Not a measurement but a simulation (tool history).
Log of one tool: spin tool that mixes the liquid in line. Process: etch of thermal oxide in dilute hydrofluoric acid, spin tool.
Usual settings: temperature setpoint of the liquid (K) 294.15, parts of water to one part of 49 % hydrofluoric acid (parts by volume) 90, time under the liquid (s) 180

run    hour  temperature setpoint of the liquid (K)  parts of water to one part of 49 % hydrofluoric acid (parts by volume)  time under the liquid (s)  read-back film thickness of the thermal oxide reference wafer, read on the same gauge (nm)  thickness taken off the thermal oxide on a monitor wafer (Å)
  1     0.0                                  294.15                                                                      90                         90                                                                                       70.29                                                          42.6
  2    48.7                                  294.15                                                                      75                        255                                                                                       70.41                                                         146.4
  3   119.4                                  294.15                                                                      75                        255                                                                                       70.59                                                         147.2
  4   170.8                                  294.15                                                                      75                        255                                                                                       70.75                                                         146.5
  5   222.7                                  294.15                                                                      90                        180                                                                                       70.89                                                          85.1
  6   280.5                                  294.15                                                                      90                        180                                                                                       71.05                                                          85.7
  7   329.3                                  294.15                                                                      90                        180                                                                                       71.22                                                          85.9
  8   358.9                                  294.15                                                                      90                        100                                                                                       71.28                                                          48.1
  9   407.5                                  294.15                                                                      90                        100                                                                                       71.40                                                          47.8
      432.7  -- thermometer replaced
 10   454.5                                  294.15                                                                      90                        100                                                                                       71.56                                                          47.1
 11   521.2                                  294.15                                                                      90                        180                                                                                       71.68                                                          87.5
 12   578.0                                  294.15                                                                      90                        180                                                                                       71.87                                                          86.1
 13   630.9                                  294.15                                                                     120                         90                                                                                       72.05                                                          31.5
      663.4  -- gauge calibrated
 14   665.9                                  290.65                                                                      45                        180                                                                                       70.18                                                         152.9
 15   793.3                                  292.15                                                                      90                        135                                                                                       70.52                                                          58.4
 16   821.9                                  298.15                                                                      90                        180                                                                                       70.61                                                         100.6
 17   857.5                                  294.15                                                                      90                        180                                                                                       70.73                                                          84.0
      873.6  -- hydrofluoric acid flow meter replaced
 18   896.3                                  297.65                                                                      90                        270                                                                                       70.86                                                         149.6
 19   939.3                                  291.15                                                                      75                        145                                                                                       70.92                                                          73.4
 20   975.9                                  291.65                                                                     125                        145                                                                                       71.08                                                          43.1
 21  1014.7                                  297.15                                                                     130                        180                                                                                       71.17                                                          63.4
 22  1051.6                                  294.15                                                                      75                        180                                                                                       71.26                                                         105.1
 23  1108.3                                  296.15                                                                     110                        115                                                                                       71.44                                                          47.8
 24  1135.6                                  296.65                                                                      45                        180                                                                                       71.49                                                         205.0
 25  1161.5                                  294.15                                                                      90                        180                                                                                       71.58                                                          86.9

Consider 3 possible next runs. They are alternatives, not a sequence: every one starts from the tool as it was left by run 25. What does each give?
  A  1162.0                                  294.15                                                                     130                        180                                                                                           ?                                                             ?
  B  1162.0                                  290.65                                                                      90                        265                                                                                           ?                                                             ?
  C  1162.0                                  295.65                                                                      65                        140                                                                                           ?                                                             ?

run  read-back film thickness of the thermal oxide reference wafer, read on the same gauge (nm)  thickness taken off the thermal oxide on a monitor wafer (Å)
  A                                                                                       71.59                                                          57.4
  B                                                                                       71.59                                                         110.3
  C                                                                                       71.59                                                         102.3
Without the tool's unlogged condition, the same runs would have read:
run  thickness taken off the thermal oxide on a monitor wafer (Å)
  A                                                          56.1
  B                                                         107.9
  C                                                         100.1

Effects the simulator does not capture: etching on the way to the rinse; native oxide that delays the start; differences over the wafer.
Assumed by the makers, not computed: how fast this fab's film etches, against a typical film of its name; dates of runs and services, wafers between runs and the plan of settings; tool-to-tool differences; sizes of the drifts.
